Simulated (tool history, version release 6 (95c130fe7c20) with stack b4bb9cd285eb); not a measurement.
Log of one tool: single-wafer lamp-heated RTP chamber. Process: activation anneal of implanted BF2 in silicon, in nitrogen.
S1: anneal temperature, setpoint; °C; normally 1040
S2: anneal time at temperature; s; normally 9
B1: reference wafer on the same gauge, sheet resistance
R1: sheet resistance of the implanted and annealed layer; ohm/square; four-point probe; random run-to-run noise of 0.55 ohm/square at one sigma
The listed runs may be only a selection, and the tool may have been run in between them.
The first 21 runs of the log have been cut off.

run 22 hour=1193.4 | S1=1040 S2=5 | B1=163.94 | R1=192.72
-- hour=1237.5 reflector plate cleaned
run 23 hour=1245 | S1=1018 S2=6 | B1=163.9 | R1=217.42
run 24 hour=1279.4 | S1=1010 S2=6 | B1=163.95 | R1=231.31
run 25 hour=1307.5 | S1=1016 S2=9 | B1=164.03 | R1=204.1
run 26 hour=1360.2 | S1=1014 S2=6 | B1=163.91 | R1=223.85
-- hour=1386.2 pyrometer window cleaned and pyrometer calibrated
run 27 hour=1404.7 | S1=1055 S2=12 | B1=163.98 | R1=142.24
-- hour=1473.6 gauge calibrated
run 28 hour=1501.8 | S1=1040 S2=4 | B1=164.08 | R1=200.96
run 29 hour=1538.9 | S1=1040 S2=11 | B1=164.02 | R1=161.68
run 30 hour=1571.8 | S1=1029 S2=13 | B1=163.79 | R1=170.26

Below are 3 alternative next runs, each starting from the tool's condition after run 30. Predict each:
run A hour=1572.2 | S1=1059 S2=9 | B1=? | R1=?
run B hour=1572.2 | S1=1029 S2=7 | B1=? | R1=?
run C hour=1572.2 | S1=1018 S2=11 | B1=? | R1=?

run=A B1=164.06 R1=145.65
run=B B1=164.06 R1=194.23
run=C B1=164.06 R1=194.33
With no hidden state in the tool, these same runs would have given:
run=A R1=148.09
run=B R1=198.14
run=C R1=198.44
